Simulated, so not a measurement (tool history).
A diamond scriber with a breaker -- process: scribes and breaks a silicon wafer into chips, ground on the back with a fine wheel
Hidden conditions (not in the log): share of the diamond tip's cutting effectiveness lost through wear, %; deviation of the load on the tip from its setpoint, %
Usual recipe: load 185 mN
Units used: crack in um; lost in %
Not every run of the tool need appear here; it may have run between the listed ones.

| run | hour | load | wafers since the last listed run | hours since the diamond tip was replaced | hours since the load on the tip was calibrated | incoming depth of the damage left on the back of the incoming wafer, um | crack | lost |
|---|---|---|---|---|---|---|---|---|
| 1 | 0.0 | 207 | 0 | 321.4 | 401.9 | 1.67 | 16.62 | 2.16 |
| 2 | 17.5 | 207 | 39 | 338.9 | 419.4 | 2.94 | 16.52 | 2.50 |
| 3 | 27.1 | 207 | 21 | 348.5 | 429.0 | 2.52 | 16.49 | 2.23 |
| 4 | 37.2 | 144 | 22 | 358.6 | 439.1 | 2.56 | 12.57 | 6.00 |
| 5 | 54.7 | 185 | 39 | 376.1 | 456.6 | 1.82 | 15.63 | 1.22 |
| 6 | 68.3 | 185 | 30 | 389.7 | 470.2 | 1.99 | 15.12 | 1.28 |
| 7 | 82.9 | 185 | 32 | 404.3 | 484.8 | 2.23 | 15.09 | 1.29 |
| 8 | 99.2 | 216 | 36 | 420.6 | 501.1 | 2.92 | 17.79 | 3.41 |
| 9 | 109.5 | 164 | 23 | 430.9 | 511.4 | 2.62 | 14.00 | 2.51 |
| 10 | 120.0 | 164 | 23 | 441.4 | 521.9 | 2.82 | 13.87 | 2.82 |
| 11 | 136.4 | 164 | 37 | 457.8 | 538.3 | 2.76 | 13.89 | 2.38 |
| 12 | 143.6 | 185 | 16 | 465.0 | 545.5 | 2.42 | 15.78 | 1.38 |
| 13 | 154.3 | 185 | 24 | 475.7 | 556.2 | 2.32 | 15.64 | 1.50 |
| 14 | 172.2 | 205 | 40 | 493.6 | 574.1 | 1.87 | 16.72 | 2.43 |
| 15 | 186.9 | 185 | 33 | 508.3 | 588.8 | 2.91 | 15.23 | 1.87 |
| 16 | 193.7 | 185 | 15 | 515.1 | 595.6 | 1.91 | 15.78 | 1.43 |
| 17 | 209.0 | 185 | 34 | 530.4 | 610.9 | 2.61 | 15.63 | 1.46 |
| 18 | 215.9 | 211 | 15 | 537.3 | 617.8 | 2.58 | 16.94 | 3.65 |
| 19 | 231.2 | 211 | 34 | 552.6 | 633.1 | 1.70 | 17.55 | 3.70 |
| 20 | 284.7 | 197 | 120 | 606.1 | 686.6 | 2.35 | 16.89 | 2.28 |
| 21 | 297.7 | 158 | 29 | 619.1 | 699.6 | 2.42 | 14.07 | 2.72 |
|  | 300.1 | load on the tip recalibrated |
| 22 | 307.3 | 150 | 17 | 628.7 | 7.2 | 2.83 | 11.73 | 9.82 |
| 23 | 316.4 | 134 | 20 | 637.8 | 16.3 | 2.19 | 10.93 | 15.28 |
| 24 | 329.8 | 185 | 30 | 651.2 | 29.7 | 2.34 | 13.85 | 2.34 |
|  | 336.7 | diamond tip replaced by a new one |
| 25 | 337.2 | 154 | 12 | 0.5 | 37.1 | 2.88 | 13.23 | 4.64 |
| 26 | 344.9 | 165 | 17 | 8.2 | 44.8 | 2.91 | 13.88 | 2.74 |
| 27 | 361.2 | 185 | 36 | 24.5 | 61.1 | 2.07 | 15.34 | 1.09 |
| 28 | 378.8 | 161 | 39 | 42.1 | 78.7 | 2.08 | 14.01 | 2.78 |
| 29 | 387.8 | 132 | 20 | 51.1 | 87.7 | 1.70 | 11.60 | 10.40 |
| 30 | 394.2 | 185 | 14 | 57.5 | 94.1 | 1.58 | 15.36 | 1.15 |
| 31 | 405.7 | 150 | 25 | 69.0 | 105.6 | 1.68 | 13.15 | 4.11 |
| 32 | 423.2 | 225 | 39 | 86.5 | 123.1 | 1.91 | 17.68 | 4.15 |
| 33 | 432.0 | 158 | 19 | 95.3 | 131.9 | 2.16 | 13.40 | 3.24 |
| 34 | 445.6 | 148 | 30 | 108.9 | 145.5 | 2.38 | 12.91 | 5.49 |
| 35 | 461.6 | 208 | 36 | 124.9 | 161.5 | 1.52 | 16.84 | 1.94 |
| 36 | 474.0 | 228 | 27 | 137.3 | 173.9 | 2.41 | 17.86 | 4.36 |
| 37 | 489.2 | 185 | 34 | 152.5 | 189.1 | 2.35 | 14.99 | 1.34 |
| 38 | 496.8 | 221 | 17 | 160.1 | 196.7 | 2.89 | 17.85 | 3.81 |
| 39 | 512.6 | 156 | 35 | 175.9 | 212.5 | 2.56 | 13.18 | 3.93 |
| 40 | 539.7 | 146 | 61 | 203.0 | 239.6 | 2.37 | 12.57 | 6.18 |
| 41 | 552.8 | 143 | 29 | 216.1 | 252.7 | 2.27 | 12.38 | 6.24 |

For each entry between runs, how does the tool's hidden state at the last listed run before it compare with that at the first listed run after it?
After run 21, before run 22: load on the tip recalibrated (hour 300.1)
  share of the diamond tip's cutting effectiveness lost through wear, %: 12.4 -> 12.6; deviation of the load on the tip from its setpoint, %: 18.4 -> 1.18
  measured result minus the result with no hidden state, crack: +0.60 -> -0.98 um; lost: -1.38 -> +4.23 %
After run 24, before run 25: diamond tip replaced by a new one (hour 336.7)
  share of the diamond tip's cutting effectiveness lost through wear, %: 13 -> 0.0954; deviation of the load on the tip from its setpoint, %: 1.21 -> 1.23
  measured result minus the result with no hidden state, crack: -1.20 -> +0.12 um; lost: +0.97 -> -0.36 %

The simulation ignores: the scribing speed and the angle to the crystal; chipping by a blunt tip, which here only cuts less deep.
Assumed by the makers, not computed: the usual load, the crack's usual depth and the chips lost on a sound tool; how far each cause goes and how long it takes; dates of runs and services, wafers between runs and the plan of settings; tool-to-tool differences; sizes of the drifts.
